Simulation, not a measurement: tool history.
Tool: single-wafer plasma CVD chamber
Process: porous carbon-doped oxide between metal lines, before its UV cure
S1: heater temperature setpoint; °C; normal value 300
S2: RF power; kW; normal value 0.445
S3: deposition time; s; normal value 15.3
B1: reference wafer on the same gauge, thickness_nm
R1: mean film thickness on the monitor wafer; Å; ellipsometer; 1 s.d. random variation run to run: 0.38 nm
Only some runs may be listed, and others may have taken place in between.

Run 1, hour 0.0: usual settings but S2 0.475 kW; B1 74.781. Result: R1 844.06 Å.
Run 2, hour 43.3: usual settings but S2 0.475 kW; B1 74.702. Result: R1 840.22 Å.
Run 3, hour 68.4: usual settings but S2 0.475 kW; B1 74.759. Result: R1 845.23 Å.
Run 4, hour 95.3: usual settings; B1 74.701. Result: R1 809.10 Å.
Run 5, hour 156.1: usual settings; B1 74.627. Result: R1 803.96 Å.
Run 6, hour 210.3: usual settings; B1 74.753. Result: R1 802.16 Å.
Run 7, hour 280.2: usual settings; B1 74.687. Result: R1 806.91 Å.
Run 8, hour 378.4: usual settings; B1 74.809. Result: R1 806.14 Å.
Run 9, hour 448.7: usual settings; B1 74.711. Result: R1 802.69 Å.
At hour 505.1: RF generator calibrated.
Run 10, hour 509.6: usual settings but S1 296 °C, S2 0.465 kW; B1 74.735. Result: R1 876.45 Å.
At hour 525.6: showerhead replaced.
Run 11, hour 558.4: usual settings but S1 310 °C; B1 74.657. Result: R1 794.88 Å.
Run 12, hour 600.2: usual settings but S1 310 °C; B1 74.731. Result: R1 790.72 Å.
Run 13, hour 791.3: usual settings; B1 74.737. Result: R1 834.82 Å.
Run 14, hour 830.8: usual settings; B1 74.707. Result: R1 831.53 Å.
Run 15, hour 895.4: usual settings but S1 288 °C, S2 0.360 kW, S3 17.5 s; B1 74.697. Result: R1 903.59 Å.
Run 16, hour 938.4: usual settings but S3 13.9 s; B1 74.763. Result: R1 760.61 Å.
Run 17, hour 974.3: usual settings but S1 306 °C, S2 0.420 kW; B1 74.748. Result: R1 782.70 Å.
At hour 988.1: gauge calibrated.
Run 18, hour 1014.5: usual settings; B1 74.676. Result: R1 835.42 Å.
Run 19, hour 1048.6: usual settings but S1 308 °C; B1 74.644. Result: R1 795.37 Å.
Run 20, hour 1077.8: usual settings; B1 74.779. Result: R1 833.18 Å.
Run 21, hour 1140.0: usual settings; B1 74.653. Result: R1 833.27 Å.
Run 22, hour 1174.9: usual settings but S2 0.505 kW, S3 12.7 s; B1 74.735. Result: R1 742.01 Å.
At hour 1204.0: thermocouple changed; heater temperature recalibrated.
Run 23, hour 1225.8: usual settings but S2 0.400 kW; B1 74.755. Result: R1 756.01 Å.
Run 24, hour 1281.6: usual settings but S2 0.410 kW, S3 13.5 s; B1 74.666. Result: R1 679.67 Å.
Run 25, hour 1328.5: usual settings; B1 74.693. Result: R1 798.72 Å.
Run 26, hour 1373.5: usual settings but S1 314 °C, S2 0.370 kW, S3 17.1 s; B1 74.668. Result: R1 751.98 Å.
Run 27, hour 1406.5: usual settings; B1 74.648. Result: R1 803.46 Å.
Run 28, hour 1437.0: usual settings but S1 313 °C, S2 0.475 kW, S3 14.1 s; B1 74.702. Result: R1 721.30 Å.
Run 29, hour 1469.6: usual settings; B1 74.702. Result: R1 797.25 Å.
Run 30, hour 1535.7: usual settings but S3 14.5 s; B1 74.693. Result: R1 759.82 Å.
Run 31, hour 1575.3: usual settings; B1 74.759. Result: R1 796.77 Å.
Run 32, hour 1647.2: usual settings but S1 304 °C, S2 0.515 kW; B1 74.723. Result: R1 841.03 Å.
Run 33, hour 1698.0: usual settings but S1 290 °C; B1 74.719. Result: R1 837.00 Å.

Branching from run 33: 5 alternative next runs. What would each branch give?
Run A, hour 1698.4: usual settings; B1 ?. Result: R1 ?.
Run B, hour 1698.4: usual settings but S1 289 °C, S3 12.4 s; B1 ?. Result: R1 ?.
Run C, hour 1698.4: usual settings but S2 0.500 kW; B1 ?. Result: R1 ?.
Run D, hour 1698.4: usual settings but S2 0.395 kW; B1 ?. Result: R1 ?.
Run E, hour 1698.4: usual settings but S2 0.360 kW; B1 ?. Result: R1 ?.

run      B1      R1
  A  74.716  798.04
  B  74.716  689.62
  C  74.716  850.63
  D  74.716  748.09
  E  74.716  711.65
Stripped of hidden state, with their random variation kept, the same runs would have yielded:
run      R1
  A  827.55
  B  715.11
  C  877.88
  D  775.75
  E  738.90

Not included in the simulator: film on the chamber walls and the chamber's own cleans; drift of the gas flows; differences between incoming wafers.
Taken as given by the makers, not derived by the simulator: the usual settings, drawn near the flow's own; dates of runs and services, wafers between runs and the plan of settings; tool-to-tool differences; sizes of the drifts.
